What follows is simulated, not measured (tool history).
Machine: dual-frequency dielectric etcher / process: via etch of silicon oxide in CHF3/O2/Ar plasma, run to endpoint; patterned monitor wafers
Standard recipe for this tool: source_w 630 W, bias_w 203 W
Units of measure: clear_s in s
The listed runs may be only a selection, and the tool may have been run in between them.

run   hour  source_w  bias_w  wafers since the last listed run  hours since the last wet clean  hours since the last source power generator calibration  hours since the last bias power generator calibration  hours since the last upper electrode change  incoming incoming film thickness, nm  clear_s
  1    0.0       630     232                                 0                           291.3                                                   3030.8                                                 3220.7                                       6212.8                                 735.9    310.5
  2    9.5       510     203                                32                           300.8                                                   3040.3                                                 3230.2                                       6222.3                                 744.8    346.1
  3   20.1       510     203                                36                           311.4                                                   3050.9                                                 3240.8                                       6232.9                                 734.4    338.6
  4   26.3       630     219                                21                           317.6                                                   3057.1                                                 3247.0                                       6239.1                                 729.6    314.0
      71.4  -- wet clean of the chamber
  5   72.5       630     219                                75                             1.1                                                   3103.3                                                 3293.2                                       6285.3                                 736.4    304.0
     104.4  -- wet clean of the chamber, repeated, since the last time left the tool worse
  6  104.9       560     181                                28                             0.5                                                   3135.7                                                 3325.6                                       6317.7                                 728.5    352.4
  7  105.3       560     181                                 1                             0.9                                                   3136.1                                                 3326.0                                       6318.1                                 738.6    359.7
  8  114.6       560     181                                31                            10.2                                                   3145.4                                                 3335.3                                       6327.4                                 732.1    353.4
     134.2  -- source power generator calibrated
     144.7  -- upper electrode replaced
     147.4  -- bias power generator calibrated
  9  147.9       580     203                                54                            43.5                                                     13.7                                                    0.5                                          3.2                                 733.0    333.1
 10  148.3       720     162                                 1                            43.9                                                     14.1                                                    0.9                                          3.6                                 735.4    346.3
 11  150.7       630     203                                 8                            46.3                                                     16.5                                                    3.3                                          6.0                                 730.6    329.7
 12  161.0       630     203                                35                            56.6                                                     26.8                                                   13.6                                         16.3                                 741.6    330.7
 13  174.5       750     203                                46                            70.1                                                     40.3                                                   27.1                                         29.8                                 733.6    312.0
 14  183.9       630     238                                32                            79.5                                                     49.7                                                   36.5                                         39.2                                 736.0    307.7
 15  198.1       490     162                                48                            93.7                                                     63.9                                                   50.7                                         53.4                                 738.7    381.4
 16  215.3       730     234                                58                           110.9                                                     81.1                                                   67.9                                         70.6                                 745.0    302.3

List, for all runs, the conditions of the tool that the log does not record:
source power that arrives over what is set, %: 0 at every run
bias power that arrives over what is set, %: 0 at every run
H1: etch rate over this chamber's usual, %
run     H1
  1   2.63
  2   2.73
  3   2.85
  4   2.91
  5   6.56
  6  0.145
  7  0.149
  8  0.248
  9  0.602
 10  0.606
 11  0.632
 12  0.742
 13  0.885
 14  0.985
 15   1.14
 16   1.32
